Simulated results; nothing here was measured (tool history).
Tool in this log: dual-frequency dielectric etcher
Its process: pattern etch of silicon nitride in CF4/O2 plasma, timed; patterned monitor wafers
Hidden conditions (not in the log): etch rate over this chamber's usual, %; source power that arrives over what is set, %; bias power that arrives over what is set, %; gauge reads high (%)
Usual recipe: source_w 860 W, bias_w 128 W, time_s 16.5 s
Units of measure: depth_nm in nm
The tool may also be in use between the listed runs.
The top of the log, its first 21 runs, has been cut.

run    hour  source_w  bias_w  time_s  wafers since the last listed run  hours since the last wet clean  hours since the last source power generator calibration  hours since the last bias power generator calibration  hours since the last upper electrode change  hours since the gauge calibration  read-back reference wafer on the same gauge, depth_nm  depth_nm
 22  1052.2       800     128    18.0                               654                           493.8                                                    397.7                                                 1140.6                                        810.2                              323.1                                                  44.69     47.36
 23  1090.4       950     128    16.5                               381                           532.0                                                    435.9                                                 1178.8                                        848.4                              361.3                                                  44.74     48.79
     1155.9  -- wet clean of the chamber
 24  1156.4       860     128    16.5                               419                             0.5                                                    501.9                                                 1244.8                                        914.4                              427.3                                                  44.68     45.53
 25  1168.3      1040     112    16.5                               118                            12.4                                                    513.8                                                 1256.7                                        926.3                              439.2                                                  44.73     49.59
 26  1203.5       640     108    19.0                               351                            47.6                                                    549.0                                                 1291.9                                        961.5                              474.4                                                  44.64     41.04
 27  1275.0       860     128    16.5                               714                           119.1                                                    620.5                                                 1363.4                                       1033.0                              545.9                                                  44.70     45.64
 28  1336.9       860     128    16.5                               618                           181.0                                                    682.4                                                 1425.3                                       1094.9                              607.8                                                  44.62     45.50
 29  1387.8       860     116    16.5                               508                           231.9                                                    733.3                                                 1476.2                                       1145.8                              658.7                                                  44.66     44.11
 30  1464.2       760     128    16.5                               763                           308.3                                                    809.7                                                 1552.6                                       1222.2                              735.1                                                  44.69     41.96

What if the next run were any one of these 4? Each begins from the tool's condition after run 30:
  A  1464.6       860     128    16.5                                 3                           308.7                                                    810.1                                                 1553.0                                       1222.6                              735.5                                                      ?         ?
  B  1464.6       750     136    12.0                                 3                           308.7                                                    810.1                                                 1553.0                                       1222.6                              735.5                                                      ?         ?
  C  1464.6       860     128    19.0                                 3                           308.7                                                    810.1                                                 1553.0                                       1222.6                              735.5                                                      ?         ?
  D  1464.6       780     118    19.0                                 3                           308.7                                                    810.1                                                 1553.0                                       1222.6                              735.5                                                      ?         ?

run  read-back reference wafer on the same gauge, depth_nm  depth_nm
  A                                                  44.69     45.66
  B                                                  44.69     31.14
  C                                                  44.69     52.58
  D                                                  44.69     47.86
Without the tool's hidden state the same runs would have given:
run  depth_nm
  A     45.66
  B     31.14
  C     52.58
  D     47.86
